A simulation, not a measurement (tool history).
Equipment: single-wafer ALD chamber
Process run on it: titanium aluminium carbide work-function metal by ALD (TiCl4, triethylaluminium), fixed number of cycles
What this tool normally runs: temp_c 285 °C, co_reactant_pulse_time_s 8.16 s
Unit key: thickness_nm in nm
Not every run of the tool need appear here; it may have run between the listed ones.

run,hour,temp_c,co_reactant_pulse_time_s,"read-back reference wafer on the same gauge, thickness_nm",thickness_nm
1,0.0,274,8.16,1.989,1.669
2,12.8,274,8.16,1.991,1.664
3,21.8,285,5.77,1.988,1.669
# hour 67.6: triethylaluminium bottle replaced
4,68.1,285,5.77,1.989,1.669
5,77.1,285,5.77,1.990,1.670
6,84.6,295,10.28,1.988,1.904
7,90.8,295,10.28,1.992,1.898
8,102.9,285,8.16,1.990,1.769
9,111.9,285,8.16,1.988,1.766
# hour 130.3: showerhead replaced
10,130.8,285,8.16,1.989,1.770
11,132.5,285,10.73,1.989,1.824
12,144.1,291,8.16,1.989,1.813
13,151.0,285,6.44,1.988,1.701
14,157.8,281,5.71,1.991,1.635
15,170.5,295,10.03,1.991,1.911
16,178.8,285,8.16,1.989,1.762
17,189.8,285,8.16,1.990,1.770
18,201.5,279,10.99,1.990,1.775
19,209.7,285,8.16,1.989,1.766
20,227.3,285,8.16,1.992,1.775
21,241.0,281,10.94,1.989,1.790
22,253.6,285,8.16,1.992,1.765
# hour 267.8: thermocouple changed; heater temperature recalibrated
23,268.3,285,9.80,1.990,1.763
24,275.4,298,8.16,1.990,1.840
# hour 277.5: gauge calibrated
25,287.3,293,6.97,1.991,1.750
26,308.7,270,10.31,1.991,1.635
27,343.2,271,10.24,1.987,1.648
28,352.2,273,5.55,1.988,1.519
29,361.4,292,8.16,1.990,1.783
30,376.1,285,8.16,1.988,1.724
31,382.8,278,9.55,1.989,1.699
32,395.5,297,8.16,1.990,1.829
33,410.6,285,9.20,1.992,1.748
34,426.6,280,10.98,1.992,1.741

Give the tool's hidden conditions for every run:
triethylaluminium dose above that of a fresh bottle (%): 0 on each run
gauge reads high (%): 0 on each run
H1: wafer temperature above the value expected at the setpoint (K)
run,H1
1,4.89
2,4.93
3,4.96
4,5.1
5,5.13
6,5.15
7,5.17
8,5.2
9,5.23
10,5.29
11,5.3
12,5.33
13,5.35
14,5.37
15,5.41
16,5.44
17,5.47
18,5.51
19,5.53
20,5.59
21,5.63
22,5.67
23,0.319
24,0.34
25,0.377
26,0.442
27,0.548
28,0.576
29,0.604
30,0.649
31,0.669
32,0.708
33,0.754
34,0.803

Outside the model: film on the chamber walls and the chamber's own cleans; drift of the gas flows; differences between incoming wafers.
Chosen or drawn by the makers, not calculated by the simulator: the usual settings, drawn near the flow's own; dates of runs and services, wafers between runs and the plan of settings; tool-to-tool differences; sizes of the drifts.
